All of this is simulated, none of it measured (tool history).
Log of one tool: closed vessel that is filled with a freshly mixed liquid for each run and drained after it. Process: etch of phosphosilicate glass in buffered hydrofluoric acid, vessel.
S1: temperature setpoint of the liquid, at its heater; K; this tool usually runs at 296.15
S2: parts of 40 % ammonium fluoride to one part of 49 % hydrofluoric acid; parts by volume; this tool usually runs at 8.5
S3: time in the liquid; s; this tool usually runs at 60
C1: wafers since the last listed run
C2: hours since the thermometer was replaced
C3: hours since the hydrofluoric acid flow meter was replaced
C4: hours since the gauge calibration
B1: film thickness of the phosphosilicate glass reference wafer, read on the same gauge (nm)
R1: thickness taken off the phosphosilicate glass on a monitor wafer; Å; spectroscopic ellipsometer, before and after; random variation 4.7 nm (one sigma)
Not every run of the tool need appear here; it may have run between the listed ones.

| run | hour | S1 | S2 | S3 | C1 | C2 | C3 | C4 | B1 | R1 |
|---|---|---|---|---|---|---|---|---|---|---|
| 1 | 0.0 | 296.15 | 8.5 | 60 | 0 | 2214.2 | 372.6 | 498.1 | 70.02 | 4845.6 |
| 2 | 13.8 | 296.15 | 8.5 | 60 | 1710 | 2228.0 | 386.4 | 511.9 | 69.99 | 4969.1 |
| 3 | 30.3 | 296.15 | 8.5 | 85 | 2045 | 2244.5 | 402.9 | 528.4 | 69.99 | 7085.7 |
| 4 | 65.2 | 296.15 | 8.5 | 85 | 4326 | 2279.4 | 437.8 | 563.3 | 70.01 | 7040.5 |
| 5 | 80.6 | 298.65 | 8.5 | 60 | 1909 | 2294.8 | 453.2 | 578.7 | 69.99 | 5692.8 |
| 6 | 113.9 | 298.65 | 8.5 | 60 | 4128 | 2328.1 | 486.5 | 612.0 | 70.02 | 5557.1 |
| 7 | 148.1 | 298.65 | 8.5 | 60 | 4239 | 2362.3 | 520.7 | 646.2 | 70.00 | 5606.1 |
|  | 152.9 | thermometer replaced |
| 8 | 177.3 | 296.15 | 8.5 | 60 | 3495 | 24.4 | 549.9 | 675.4 | 70.01 | 5152.1 |
| 9 | 209.8 | 296.15 | 8.5 | 60 | 4029 | 56.9 | 582.4 | 707.9 | 70.00 | 5113.3 |
| 10 | 228.8 | 296.15 | 8.5 | 60 | 2355 | 75.9 | 601.4 | 726.9 | 70.01 | 5151.4 |
| 11 | 254.5 | 296.15 | 5.5 | 90 | 3186 | 101.6 | 627.1 | 752.6 | 69.99 | 12000.1 |
| 12 | 276.6 | 298.15 | 5.0 | 85 | 2739 | 123.7 | 649.2 | 774.7 | 69.99 | 13585.9 |
| 13 | 291.9 | 296.15 | 8.5 | 60 | 1896 | 139.0 | 664.5 | 790.0 | 70.01 | 5140.4 |
| 14 | 316.6 | 296.15 | 8.5 | 60 | 3062 | 163.7 | 689.2 | 814.7 | 70.01 | 5092.5 |
| 15 | 330.1 | 296.15 | 8.5 | 60 | 1673 | 177.2 | 702.7 | 828.2 | 69.98 | 5074.5 |
| 16 | 354.5 | 296.15 | 8.5 | 60 | 3024 | 201.6 | 727.1 | 852.6 | 70.00 | 5144.5 |
| 17 | 389.2 | 296.15 | 8.5 | 60 | 4301 | 236.3 | 761.8 | 887.3 | 69.99 | 5125.8 |
| 18 | 414.6 | 296.15 | 8.5 | 60 | 3148 | 261.7 | 787.2 | 912.7 | 70.00 | 5073.7 |
| 19 | 429.5 | 294.65 | 8.5 | 50 | 1847 | 276.6 | 802.1 | 927.6 | 70.01 | 3896.2 |
| 20 | 451.0 | 300.65 | 11.0 | 60 | 2665 | 298.1 | 823.6 | 949.1 | 70.00 | 5193.0 |
|  | 463.9 | gauge calibrated |
| 21 | 537.9 | 296.15 | 8.5 | 60 | 10772 | 385.0 | 910.5 | 74.0 | 70.00 | 5099.2 |
|  | 557.0 | hydrofluoric acid flow meter replaced |
| 22 | 563.1 | 296.15 | 8.5 | 70 | 3000 | 410.2 | 6.1 | 99.2 | 70.00 | 6399.4 |

For run 23, what comes out?
| 23 | 577.3 | 298.15 | 8.5 | 40 | 1760 | 424.4 | 20.3 | 113.4 | ? | ? |

{"run 23": {"B1": 69.99, "R1": 3984.9}}
Without the tool's hidden state the same run would have given R1 4107.6 Å.
